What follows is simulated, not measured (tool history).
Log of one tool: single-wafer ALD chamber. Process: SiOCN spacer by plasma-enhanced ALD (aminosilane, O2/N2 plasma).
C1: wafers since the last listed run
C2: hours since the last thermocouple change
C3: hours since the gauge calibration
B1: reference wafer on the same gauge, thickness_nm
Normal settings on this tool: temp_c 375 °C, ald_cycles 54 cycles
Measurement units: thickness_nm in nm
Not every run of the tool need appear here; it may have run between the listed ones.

{"run": 1, "hour": 0.0, "temp_c": 384, "ald_cycles": 54, "C1": 0, "C2": 1937.8, "C3": 116.6, "B1": 2.889, "thickness_nm": 3.115}
{"run": 2, "hour": 8.5, "temp_c": 384, "ald_cycles": 54, "C1": 49, "C2": 1946.3, "C3": 125.1, "B1": 2.888, "thickness_nm": 3.126}
{"run": 3, "hour": 18.4, "temp_c": 384, "ald_cycles": 54, "C1": 58, "C2": 1956.2, "C3": 135.0, "B1": 2.887, "thickness_nm": 3.126}
{"run": 4, "hour": 32.1, "temp_c": 375, "ald_cycles": 54, "C1": 80, "C2": 1969.9, "C3": 148.7, "B1": 2.891, "thickness_nm": 3.135}
{"run": 5, "hour": 40.1, "temp_c": 375, "ald_cycles": 54, "C1": 47, "C2": 1977.9, "C3": 156.7, "B1": 2.892, "thickness_nm": 3.127}
{"run": 6, "hour": 50.7, "temp_c": 375, "ald_cycles": 54, "C1": 62, "C2": 1988.5, "C3": 167.3, "B1": 2.893, "thickness_nm": 3.116}
{"run": 7, "hour": 62.3, "temp_c": 379, "ald_cycles": 50, "C1": 68, "C2": 2000.1, "C3": 178.9, "B1": 2.894, "thickness_nm": 2.89}
{"run": 8, "hour": 69.4, "temp_c": 379, "ald_cycles": 50, "C1": 41, "C2": 2007.2, "C3": 186.0, "B1": 2.891, "thickness_nm": 2.915}
{"run": 9, "hour": 80.0, "temp_c": 375, "ald_cycles": 54, "C1": 62, "C2": 2017.8, "C3": 196.6, "B1": 2.894, "thickness_nm": 3.132}
{"run": 10, "hour": 91.1, "temp_c": 375, "ald_cycles": 54, "C1": 65, "C2": 2028.9, "C3": 207.7, "B1": 2.9, "thickness_nm": 3.132}
{"run": 11, "hour": 98.2, "temp_c": 375, "ald_cycles": 54, "C1": 41, "C2": 2036.0, "C3": 214.8, "B1": 2.9, "thickness_nm": 3.128}
{"run": 12, "hour": 115.9, "temp_c": 383, "ald_cycles": 49, "C1": 103, "C2": 2053.7, "C3": 232.5, "B1": 2.901, "thickness_nm": 2.852}
{"run": 13, "hour": 130.1, "temp_c": 383, "ald_cycles": 49, "C1": 83, "C2": 2067.9, "C3": 246.7, "B1": 2.906, "thickness_nm": 2.844}
{"run": 14, "hour": 147.4, "temp_c": 383, "ald_cycles": 49, "C1": 101, "C2": 2085.2, "C3": 264.0, "B1": 2.908, "thickness_nm": 2.85}
{"hour": 165.6, "done": "thermocouple changed; heater temperature recalibrated"}
{"run": 15, "hour": 166.1, "temp_c": 367, "ald_cycles": 48, "C1": 62, "C2": 0.5, "C3": 282.7, "B1": 2.91, "thickness_nm": 2.805}
{"hour": 176.4, "done": "gauge calibrated"}
{"run": 16, "hour": 180.3, "temp_c": 388, "ald_cycles": 58, "C1": 83, "C2": 14.7, "C3": 3.9, "B1": 2.877, "thickness_nm": 3.35}
{"run": 17, "hour": 192.1, "temp_c": 389, "ald_cycles": 49, "C1": 69, "C2": 26.5, "C3": 15.7, "B1": 2.878, "thickness_nm": 2.826}
{"run": 18, "hour": 201.0, "temp_c": 361, "ald_cycles": 61, "C1": 52, "C2": 35.4, "C3": 24.6, "B1": 2.877, "thickness_nm": 3.517}
{"run": 19, "hour": 217.0, "temp_c": 367, "ald_cycles": 58, "C1": 94, "C2": 51.4, "C3": 40.6, "B1": 2.875, "thickness_nm": 3.338}
{"run": 20, "hour": 226.1, "temp_c": 362, "ald_cycles": 48, "C1": 53, "C2": 60.5, "C3": 49.7, "B1": 2.881, "thickness_nm": 2.77}
{"run": 21, "hour": 236.6, "temp_c": 375, "ald_cycles": 54, "C1": 61, "C2": 71.0, "C3": 60.2, "B1": 2.88, "thickness_nm": 3.122}
{"run": 22, "hour": 252.9, "temp_c": 375, "ald_cycles": 54, "C1": 95, "C2": 87.3, "C3": 76.5, "B1": 2.881, "thickness_nm": 3.103}
{"run": 23, "hour": 263.4, "temp_c": 370, "ald_cycles": 54, "C1": 61, "C2": 97.8, "C3": 87.0, "B1": 2.881, "thickness_nm": 3.114}
{"run": 24, "hour": 278.3, "temp_c": 366, "ald_cycles": 44, "C1": 87, "C2": 112.7, "C3": 101.9, "B1": 2.882, "thickness_nm": 2.539}
{"run": 25, "hour": 294.0, "temp_c": 386, "ald_cycles": 58, "C1": 92, "C2": 128.4, "C3": 117.6, "B1": 2.883, "thickness_nm": 3.326}
{"run": 26, "hour": 306.0, "temp_c": 383, "ald_cycles": 49, "C1": 70, "C2": 140.4, "C3": 129.6, "B1": 2.887, "thickness_nm": 2.829}
{"run": 27, "hour": 320.9, "temp_c": 375, "ald_cycles": 57, "C1": 87, "C2": 155.3, "C3": 144.5, "B1": 2.888, "thickness_nm": 3.291}
{"run": 28, "hour": 337.8, "temp_c": 366, "ald_cycles": 64, "C1": 99, "C2": 172.2, "C3": 161.4, "B1": 2.887, "thickness_nm": 3.701}

Branching from run 28: 5 alternative next runs. What would each branch give?
{"run": "A", "hour": 338.3, "temp_c": 375, "ald_cycles": 54, "C1": 2, "C2": 172.7, "C3": 161.9, "B1": "?", "thickness_nm": "?"}
{"run": "B", "hour": 338.3, "temp_c": 371, "ald_cycles": 64, "C1": 2, "C2": 172.7, "C3": 161.9, "B1": "?", "thickness_nm": "?"}
{"run": "C", "hour": 338.3, "temp_c": 375, "ald_cycles": 43, "C1": 2, "C2": 172.7, "C3": 161.9, "B1": "?", "thickness_nm": "?"}
{"run": "D", "hour": 338.3, "temp_c": 362, "ald_cycles": 46, "C1": 2, "C2": 172.7, "C3": 161.9, "B1": "?", "thickness_nm": "?"}
{"run": "E", "hour": 338.3, "temp_c": 375, "ald_cycles": 62, "C1": 2, "C2": 172.7, "C3": 161.9, "B1": "?", "thickness_nm": "?"}

run=A B1=2.888 thickness_nm=3.124
run=B B1=2.888 thickness_nm=3.703
run=C B1=2.888 thickness_nm=2.488
run=D B1=2.888 thickness_nm=2.662
run=E B1=2.888 thickness_nm=3.587
Had the tool no hidden state, the same runs would have come out as:
run=A thickness_nm=3.117
run=B thickness_nm=3.694
run=C thickness_nm=2.482
run=D thickness_nm=2.655
run=E thickness_nm=3.578
